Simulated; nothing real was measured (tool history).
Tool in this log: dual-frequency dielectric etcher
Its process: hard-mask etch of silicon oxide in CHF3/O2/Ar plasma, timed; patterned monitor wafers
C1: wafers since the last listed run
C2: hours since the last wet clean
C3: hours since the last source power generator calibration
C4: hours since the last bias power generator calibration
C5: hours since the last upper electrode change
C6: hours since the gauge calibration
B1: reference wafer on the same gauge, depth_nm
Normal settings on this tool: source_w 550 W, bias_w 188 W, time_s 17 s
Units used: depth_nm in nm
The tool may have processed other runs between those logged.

{"run": 1, "day": 0.0, "source_w": 550, "bias_w": 188, "time_s": 17, "C1": 0, "C2": 163.7, "C3": 1001.8, "C4": 1832.4, "C5": 2509.1, "C6": 1561.4, "B1": 34.58, "depth_nm": 34.04}
{"day": 3.725, "done": "gauge calibrated"}
{"run": 2, "day": 8.271, "source_w": 550, "bias_w": 188, "time_s": 17, "C1": 4255, "C2": 362.2, "C3": 1200.3, "C4": 2030.9, "C5": 2707.6, "C6": 109.1, "B1": 34.43, "depth_nm": 34.35}
{"run": 3, "day": 12.117, "source_w": 550, "bias_w": 224, "time_s": 17, "C1": 1978, "C2": 454.5, "C3": 1292.6, "C4": 2123.2, "C5": 2799.9, "C6": 201.4, "B1": 34.62, "depth_nm": 37.07}
{"day": 14.404, "done": "wet clean of the chamber"}
{"run": 4, "day": 15.117, "source_w": 550, "bias_w": 224, "time_s": 17, "C1": 1029, "C2": 17.1, "C3": 1364.6, "C4": 2195.2, "C5": 2871.9, "C6": 273.4, "B1": 34.47, "depth_nm": 34.53}
{"run": 5, "day": 17.588, "source_w": 550, "bias_w": 224, "time_s": 17, "C1": 1271, "C2": 76.4, "C3": 1423.9, "C4": 2254.5, "C5": 2931.2, "C6": 332.7, "B1": 34.6, "depth_nm": 34.76}
{"run": 6, "day": 21.579, "source_w": 550, "bias_w": 188, "time_s": 17, "C1": 2053, "C2": 172.2, "C3": 1519.7, "C4": 2350.3, "C5": 3027, "C6": 428.5, "B1": 34.45, "depth_nm": 33.35}
{"run": 7, "day": 23.733, "source_w": 550, "bias_w": 188, "time_s": 17, "C1": 1108, "C2": 223.9, "C3": 1571.4, "C4": 2402, "C5": 3078.7, "C6": 480.2, "B1": 34.44, "depth_nm": 33.59}
{"run": 8, "day": 26.442, "source_w": 550, "bias_w": 188, "time_s": 17, "C1": 1393, "C2": 288.9, "C3": 1636.4, "C4": 2467, "C5": 3143.7, "C6": 545.2, "B1": 34.5, "depth_nm": 33.18}
{"run": 9, "day": 29.475, "source_w": 550, "bias_w": 188, "time_s": 17, "C1": 1560, "C2": 361.7, "C3": 1709.2, "C4": 2539.8, "C5": 3216.5, "C6": 618, "B1": 34.42, "depth_nm": 33.81}
{"day": 30.904, "done": "upper electrode replaced"}
{"day": 33.412, "done": "wet clean of the chamber"}
{"run": 10, "day": 33.433, "source_w": 550, "bias_w": 188, "time_s": 17, "C1": 1007, "C2": 0.5, "C3": 1804.2, "C4": 2634.8, "C5": 60.7, "C6": 713, "B1": 34.54, "depth_nm": 32.97}
{"day": 34.567, "done": "source power generator calibrated"}
{"run": 11, "day": 36.696, "source_w": 550, "bias_w": 188, "time_s": 17, "C1": 1592, "C2": 78.8, "C3": 51.1, "C4": 2713.1, "C5": 139, "C6": 791.3, "B1": 34.57, "depth_nm": 33.27}
{"run": 12, "day": 38.604, "source_w": 550, "bias_w": 188, "time_s": 13.5, "C1": 981, "C2": 124.6, "C3": 96.9, "C4": 2758.9, "C5": 184.8, "C6": 837.1, "B1": 34.54, "depth_nm": 26.4}
{"run": 13, "day": 42.792, "source_w": 600, "bias_w": 188, "time_s": 20, "C1": 2154, "C2": 225.1, "C3": 197.4, "C4": 2859.4, "C5": 285.3, "C6": 937.6, "B1": 34.49, "depth_nm": 41.44}
{"run": 14, "day": 46.475, "source_w": 500, "bias_w": 188, "time_s": 17, "C1": 1895, "C2": 313.5, "C3": 285.8, "C4": 2947.8, "C5": 373.7, "C6": 1026, "B1": 34.6, "depth_nm": 33.04}
{"run": 15, "day": 49.712, "source_w": 550, "bias_w": 172, "time_s": 14, "C1": 1665, "C2": 391.2, "C3": 363.5, "C4": 3025.5, "C5": 451.4, "C6": 1103.7, "B1": 34.53, "depth_nm": 27.8}

Forecast run 16:
{"day": 52.838, "done": "wet clean of the chamber"}
{"run": 16, "day": 53.067, "source_w": 550, "bias_w": 188, "time_s": 15.5, "C1": 1211, "C2": 5.5, "C3": 444, "C4": 3106, "C5": 531.9, "C6": 1184.2, "B1": "?", "depth_nm": "?"}

B1: 34.44
depth_nm: 29.63 nm
Take away the tool's hidden state, keep the run-to-run variation as it was, and the same run would have given depth_nm 29.81 nm.
